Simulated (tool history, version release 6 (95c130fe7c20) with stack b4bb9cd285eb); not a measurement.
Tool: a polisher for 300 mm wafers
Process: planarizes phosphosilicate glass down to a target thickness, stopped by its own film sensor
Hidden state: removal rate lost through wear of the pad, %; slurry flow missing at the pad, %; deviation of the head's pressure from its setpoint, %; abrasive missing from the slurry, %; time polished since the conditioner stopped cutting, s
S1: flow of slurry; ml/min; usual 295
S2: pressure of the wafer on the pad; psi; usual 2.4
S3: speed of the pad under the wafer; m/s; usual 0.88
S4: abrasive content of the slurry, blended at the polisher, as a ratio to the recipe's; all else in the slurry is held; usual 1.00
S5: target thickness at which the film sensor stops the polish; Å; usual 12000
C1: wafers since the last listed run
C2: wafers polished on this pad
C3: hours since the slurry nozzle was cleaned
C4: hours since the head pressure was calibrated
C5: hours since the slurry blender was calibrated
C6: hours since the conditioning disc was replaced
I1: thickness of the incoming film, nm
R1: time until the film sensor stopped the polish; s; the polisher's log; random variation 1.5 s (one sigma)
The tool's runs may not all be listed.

{"run": 1, "hour": 0.0, "S1": 295, "S2": 2.2, "S3": 0.88, "S4": 1.0, "S5": 12000, "C1": 0, "C2": 2159, "C3": 112.3, "C4": 1048.5, "C5": 34.7, "C6": 58.3, "I1": 2052.4, "R1": 150.9}
{"hour": 25.1, "done": "worn pad replaced by a new one"}
{"run": 2, "hour": 68.7, "S1": 295, "S2": 2.2, "S3": 0.88, "S4": 1.0, "S5": 12000, "C1": 625, "C2": 421, "C3": 181.0, "C4": 1117.2, "C5": 103.4, "C6": 127.0, "I1": 2002.3, "R1": 144.9}
{"run": 3, "hour": 131.7, "S1": 295, "S2": 2.4, "S3": 0.88, "S4": 1.0, "S5": 12000, "C1": 609, "C2": 1030, "C3": 244.0, "C4": 1180.2, "C5": 166.4, "C6": 190.0, "I1": 2018.6, "R1": 136.7}
{"hour": 185.1, "done": "conditioning disc replaced and pad reconditioned"}
{"run": 4, "hour": 200.8, "S1": 295, "S2": 2.4, "S3": 0.88, "S4": 1.0, "S5": 12000, "C1": 649, "C2": 1679, "C3": 313.1, "C4": 1249.3, "C5": 235.5, "C6": 15.7, "I1": 2053.3, "R1": 140.3}
{"run": 5, "hour": 229.3, "S1": 295, "S2": 2.4, "S3": 0.88, "S4": 1.0, "S5": 12000, "C1": 275, "C2": 1955, "C3": 341.6, "C4": 1277.8, "C5": 264.0, "C6": 44.2, "I1": 2024.1, "R1": 133.9}
{"run": 6, "hour": 256.0, "S1": 295, "S2": 2.4, "S3": 0.88, "S4": 1.0, "S5": 12000, "C1": 258, "C2": 2213, "C3": 368.3, "C4": 1304.5, "C5": 290.7, "C6": 70.9, "I1": 2035.6, "R1": 137.9}
{"hour": 297.5, "done": "worn pad replaced by a new one"}
{"run": 7, "hour": 312.3, "S1": 295, "S2": 2.4, "S3": 0.88, "S4": 1.0, "S5": 12000, "C1": 505, "C2": 143, "C3": 424.6, "C4": 1360.8, "C5": 347.0, "C6": 127.2, "I1": 2003.9, "R1": 133.9}
{"run": 8, "hour": 347.2, "S1": 295, "S2": 2.4, "S3": 0.88, "S4": 1.0, "S5": 12000, "C1": 337, "C2": 481, "C3": 459.5, "C4": 1395.7, "C5": 381.9, "C6": 162.1, "I1": 2027.5, "R1": 139.7}
{"hour": 401.8, "done": "head pressure recalibrated"}
{"run": 9, "hour": 413.9, "S1": 295, "S2": 2.4, "S3": 0.88, "S4": 1.0, "S5": 12000, "C1": 625, "C2": 1106, "C3": 526.2, "C4": 12.1, "C5": 448.6, "C6": 228.8, "I1": 2031.0, "R1": 145.9}
{"hour": 441.4, "done": "conditioning disc replaced and pad reconditioned"}
{"hour": 463.2, "done": "slurry blender recalibrated"}
{"hour": 488.4, "done": "slurry nozzle cleaned"}
{"run": 10, "hour": 539.2, "S1": 295, "S2": 2.4, "S3": 0.88, "S4": 1.0, "S5": 12000, "C1": 1163, "C2": 2270, "C3": 50.8, "C4": 137.4, "C5": 76.0, "C6": 97.8, "I1": 2012.8, "R1": 131.8}
{"run": 11, "hour": 568.9, "S1": 295, "S2": 2.4, "S3": 0.88, "S4": 1.0, "S5": 12000, "C1": 287, "C2": 2557, "C3": 80.5, "C4": 167.1, "C5": 105.7, "C6": 127.5, "I1": 1979.1, "R1": 124.5}
{"hour": 580.0, "done": "worn pad replaced by a new one"}
{"run": 12, "hour": 594.3, "S1": 295, "S2": 2.4, "S3": 0.88, "S4": 1.2, "S5": 10930, "C1": 207, "C2": 138, "C3": 105.9, "C4": 192.5, "C5": 131.1, "C6": 152.9, "I1": 2003.0, "R1": 132.4}
{"run": 13, "hour": 647.2, "S1": 295, "S2": 2.4, "S3": 0.88, "S4": 1.0, "S5": 12000, "C1": 511, "C2": 650, "C3": 158.8, "C4": 245.4, "C5": 184.0, "C6": 205.8, "I1": 1995.7, "R1": 135.0}
{"run": 14, "hour": 681.0, "S1": 295, "S2": 2.6, "S3": 0.88, "S4": 1.0, "S5": 12000, "C1": 326, "C2": 977, "C3": 192.6, "C4": 279.2, "C5": 217.8, "C6": 239.6, "I1": 1999.3, "R1": 123.6}
{"hour": 748.7, "done": "conditioning disc replaced and pad reconditioned"}
{"hour": 842.4, "done": "worn pad replaced by a new one"}
{"run": 15, "hour": 890.9, "S1": 295, "S2": 2.4, "S3": 0.62, "S4": 1.0, "S5": 12000, "C1": 1972, "C2": 468, "C3": 402.5, "C4": 489.1, "C5": 427.7, "C6": 142.2, "I1": 2057.4, "R1": 175.9}
{"hour": 943.7, "done": "slurry blender recalibrated"}
{"run": 16, "hour": 944.9, "S1": 295, "S2": 2.6, "S3": 1.16, "S4": 1.1, "S5": 12970, "C1": 503, "C2": 972, "C3": 456.5, "C4": 543.1, "C5": 1.2, "C6": 196.2, "I1": 2033.4, "R1": 92.2}
{"run": 17, "hour": 987.6, "S1": 295, "S2": 2.4, "S3": 0.88, "S4": 1.0, "S5": 12000, "C1": 413, "C2": 1385, "C3": 499.2, "C4": 585.8, "C5": 43.9, "C6": 238.9, "I1": 1998.6, "R1": 141.0}
{"hour": 1006.2, "done": "slurry nozzle cleaned"}
{"run": 18, "hour": 1037.1, "S1": 365, "S2": 2.4, "S3": 0.88, "S4": 1.2, "S5": 10540, "C1": 469, "C2": 1854, "C3": 30.9, "C4": 635.3, "C5": 93.4, "C6": 288.4, "I1": 2033.9, "R1": 145.0}
{"hour": 1049.4, "done": "conditioning disc replaced and pad reconditioned"}
{"run": 19, "hour": 1107.8, "S1": 295, "S2": 2.4, "S3": 0.88, "S4": 1.1, "S5": 14260, "C1": 664, "C2": 2518, "C3": 101.6, "C4": 706.0, "C5": 164.1, "C6": 58.4, "I1": 1980.0, "R1": 82.3}
{"hour": 1117.2, "done": "worn pad replaced by a new one"}
{"run": 20, "hour": 1167.5, "S1": 365, "S2": 2.4, "S3": 0.88, "S4": 1.15, "S5": 12000, "C1": 538, "C2": 486, "C3": 161.3, "C4": 765.7, "C5": 223.8, "C6": 118.1, "I1": 2023.6, "R1": 116.2}
{"run": 21, "hour": 1235.5, "S1": 350, "S2": 2.4, "S3": 0.96, "S4": 1.0, "S5": 12000, "C1": 657, "C2": 1143, "C3": 229.3, "C4": 833.7, "C5": 291.8, "C6": 186.1, "I1": 2053.6, "R1": 132.0}
{"run": 22, "hour": 1275.8, "S1": 295, "S2": 2.1, "S3": 0.88, "S4": 0.75, "S5": 12000, "C1": 389, "C2": 1533, "C3": 269.6, "C4": 874.0, "C5": 332.1, "C6": 226.4, "I1": 2035.0, "R1": 217.4}
{"hour": 1299.4, "done": "conditioning disc replaced and pad reconditioned"}
{"run": 23, "hour": 1308.8, "S1": 295, "S2": 2.4, "S3": 0.88, "S4": 1.0, "S5": 12000, "C1": 299, "C2": 1833, "C3": 302.6, "C4": 907.0, "C5": 365.1, "C6": 9.4, "I1": 2038.4, "R1": 131.3}
{"run": 24, "hour": 1337.1, "S1": 295, "S2": 2.4, "S3": 0.88, "S4": 0.9, "S5": 12000, "C1": 273, "C2": 2107, "C3": 330.9, "C4": 935.3, "C5": 393.4, "C6": 37.7, "I1": 2033.9, "R1": 147.0}

Forecast each of these 5 alternatives for the next run:
{"run": "A", "hour": 1337.6, "S1": 295, "S2": 1.8, "S3": 0.88, "S4": 1.0, "S5": 12000, "C1": 4, "C2": 2112, "C3": 331.4, "C4": 935.8, "C5": 393.9, "C6": 38.2, "I1": 2038.3, "R1": "?"}
{"run": "B", "hour": 1337.6, "S1": 260, "S2": 2.0, "S3": 0.88, "S4": 1.0, "S5": 12990, "C1": 4, "C2": 2112, "C3": 331.4, "C4": 935.8, "C5": 393.9, "C6": 38.2, "I1": 2038.3, "R1": "?"}
{"run": "C", "hour": 1337.6, "S1": 295, "S2": 2.4, "S3": 1.08, "S4": 1.0, "S5": 13990, "C1": 4, "C2": 2112, "C3": 331.4, "C4": 935.8, "C5": 393.9, "C6": 38.2, "I1": 2038.3, "R1": "?"}
{"run": "D", "hour": 1337.6, "S1": 295, "S2": 2.4, "S3": 0.88, "S4": 1.0, "S5": 14460, "C1": 4, "C2": 2112, "C3": 331.4, "C4": 935.8, "C5": 393.9, "C6": 38.2, "I1": 2038.3, "R1": "?"}
{"run": "E", "hour": 1337.6, "S1": 200, "S2": 2.4, "S3": 0.88, "S4": 1.2, "S5": 13950, "C1": 4, "C2": 2112, "C3": 331.4, "C4": 935.8, "C5": 393.9, "C6": 38.2, "I1": 2038.3, "R1": "?"}

run=A R1=183.3
run=B R1=148.1
run=C R1=92.5
run=D R1=97.2
run=E R1=99.7
Without the tool's hidden state the same runs would have given:
run=A R1=177.3
run=B R1=142.7
run=C R1=89.4
run=D R1=94.0
run=E R1=94.9

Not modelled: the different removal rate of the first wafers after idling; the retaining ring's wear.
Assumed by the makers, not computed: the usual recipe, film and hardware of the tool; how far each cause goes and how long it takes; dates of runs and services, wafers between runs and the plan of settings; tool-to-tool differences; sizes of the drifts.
